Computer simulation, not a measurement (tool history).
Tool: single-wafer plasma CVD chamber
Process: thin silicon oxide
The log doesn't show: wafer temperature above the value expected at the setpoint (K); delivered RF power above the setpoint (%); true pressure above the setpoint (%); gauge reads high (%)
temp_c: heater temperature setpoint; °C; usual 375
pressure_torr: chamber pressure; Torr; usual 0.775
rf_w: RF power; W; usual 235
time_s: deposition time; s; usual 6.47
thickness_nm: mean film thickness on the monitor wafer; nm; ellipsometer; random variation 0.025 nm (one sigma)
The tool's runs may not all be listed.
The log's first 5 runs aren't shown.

| run | hour | temp_c | pressure_torr | rf_w | time_s | wafers since the last listed run | hours since the last thermocouple change | hours since the last RF generator calibration | hours since the last manometer calibration | hours since the showerhead was replaced | hours since the gauge calibration | read-back reference wafer on the same gauge, thickness_nm | thickness_nm |
|---|---|---|---|---|---|---|---|---|---|---|---|---|---|
| 6 | 56.1 | 386 | 0.775 | 235 | 6.47 | 192 | 1722.2 | 1996 | 2766.7 | 4550.4 | 325.5 | 9.005 | 10.605 |
| 7 | 67.8 | 386 | 0.775 | 235 | 6.47 | 313 | 1733.9 | 2007.7 | 2778.4 | 4562.1 | 337.2 | 9.005 | 10.63 |
| 8 | 84.2 | 375 | 0.775 | 235 | 6.47 | 438 | 1750.3 | 2024.1 | 2794.8 | 4578.5 | 353.6 | 8.997 | 10.682 |
| 9 | 94.5 | 375 | 0.775 | 235 | 6.47 | 275 | 1760.6 | 2034.4 | 2805.1 | 4588.8 | 363.9 | 9.003 | 10.697 |
| 10 | 103.9 | 375 | 0.775 | 235 | 6.47 | 251 | 1770 | 2043.8 | 2814.5 | 4598.2 | 373.3 | 9.004 | 10.707 |
|  | 114.9 | showerhead replaced |
|  | 127.4 | RF generator calibrated |
| 11 | 127.9 | 375 | 0.775 | 235 | 6.47 | 214 | 1794 | 0.5 | 2838.5 | 13 | 397.3 | 9.004 | 10.691 |
| 12 | 129.5 | 375 | 0.775 | 235 | 6.47 | 42 | 1795.6 | 2.1 | 2840.1 | 14.6 | 398.9 | 8.996 | 10.693 |
| 13 | 138.5 | 375 | 0.775 | 200 | 6.47 | 240 | 1804.6 | 11.1 | 2849.1 | 23.6 | 407.9 | 9 | 10.225 |
| 14 | 154.6 | 361 | 0.649 | 195 | 7.64 | 430 | 1820.7 | 27.2 | 2865.2 | 39.7 | 424 | 9 | 10.084 |
| 15 | 171.7 | 375 | 0.775 | 235 | 6.47 | 457 | 1837.8 | 44.3 | 2882.3 | 56.8 | 441.1 | 8.995 | 10.672 |
| 16 | 187.4 | 384 | 0.775 | 195 | 7.23 | 420 | 1853.5 | 60 | 2898 | 72.5 | 456.8 | 9 | 11.336 |
|  | 207.6 | thermocouple changed; heater temperature recalibrated |
| 17 | 208.1 | 367 | 0.775 | 280 | 6.47 | 339 | 0.5 | 80.7 | 2918.7 | 93.2 | 477.5 | 9 | 11.314 |
|  | 208.7 | gauge calibrated |
| 18 | 212.3 | 375 | 0.775 | 235 | 6.47 | 112 | 4.7 | 84.9 | 2922.9 | 97.4 | 3.6 | 9.001 | 10.672 |
|  | 221.7 | capacitance manometer re-zeroed and calibrated |
| 19 | 229.9 | 382 | 0.775 | 215 | 5.64 | 256 | 22.3 | 102.5 | 8.2 | 115 | 21.2 | 9.006 | 9.323 |
| 20 | 245.2 | 375 | 0.911 | 270 | 6.91 | 409 | 37.6 | 117.8 | 23.5 | 130.3 | 36.5 | 8.996 | 13.901 |
| 21 | 258.2 | 375 | 0.775 | 210 | 6.47 | 347 | 50.6 | 130.8 | 36.5 | 143.3 | 49.5 | 8.999 | 10.642 |
| 22 | 268.8 | 375 | 0.873 | 235 | 6.47 | 283 | 61.2 | 141.4 | 47.1 | 153.9 | 60.1 | 8.997 | 12.207 |
| 23 | 279.2 | 375 | 0.831 | 235 | 7.51 | 278 | 71.6 | 151.8 | 57.5 | 164.3 | 70.5 | 8.996 | 13.563 |
|  | 295.2 | capacitance manometer re-zeroed and calibrated, repeated, since the last time left the tool worse |
| 24 | 295.7 | 375 | 0.775 | 280 | 5.5 | 227 | 88.1 | 168.3 | 0.5 | 180.8 | 87 | 9 | 8.96 |
| 25 | 308.5 | 375 | 0.775 | 235 | 6.47 | 342 | 100.9 | 181.1 | 13.3 | 193.6 | 99.8 | 9.001 | 10.053 |
| 26 | 324.7 | 375 | 0.717 | 220 | 6.47 | 433 | 117.1 | 197.3 | 29.5 | 209.8 | 116 | 9.002 | 9.089 |
| 27 | 337.8 | 386 | 0.65 | 235 | 5.79 | 350 | 130.2 | 210.4 | 42.6 | 222.9 | 129.1 | 8.998 | 7.408 |
| 28 | 347.9 | 375 | 0.921 | 260 | 6.47 | 270 | 140.3 | 220.5 | 52.7 | 233 | 139.2 | 8.999 | 12.019 |
| 29 | 363.3 | 375 | 0.96 | 235 | 6.47 | 412 | 155.7 | 235.9 | 68.1 | 248.4 | 154.6 | 8.998 | 12.173 |
| 30 | 380.9 | 375 | 0.775 | 235 | 7.73 | 470 | 173.3 | 253.5 | 85.7 | 266 | 172.2 | 8.989 | 11.929 |

3 ways to go on from here, each from the tool as it stands after run 30. What would each give?
| A | 381.3 | 375 | 0.775 | 195 | 6.47 | 10 | 173.7 | 253.9 | 86.1 | 266.4 | 172.6 | ? | ? |
| B | 381.3 | 363 | 0.775 | 195 | 6.47 | 10 | 173.7 | 253.9 | 86.1 | 266.4 | 172.6 | ? | ? |
| C | 381.3 | 375 | 0.886 | 235 | 5.25 | 10 | 173.7 | 253.9 | 86.1 | 266.4 | 172.6 | ? | ? |

| run | read-back reference wafer on the same gauge, thickness_nm | thickness_nm |
|---|---|---|
| A | 9.001 | 9.559 |
| B | 9.001 | 9.626 |
| C | 9.001 | 9.204 |
Without the tool's hidden state the same runs would have given:
| run | thickness_nm |
|---|---|
| A | 9.561 |
| B | 9.628 |
| C | 9.205 |

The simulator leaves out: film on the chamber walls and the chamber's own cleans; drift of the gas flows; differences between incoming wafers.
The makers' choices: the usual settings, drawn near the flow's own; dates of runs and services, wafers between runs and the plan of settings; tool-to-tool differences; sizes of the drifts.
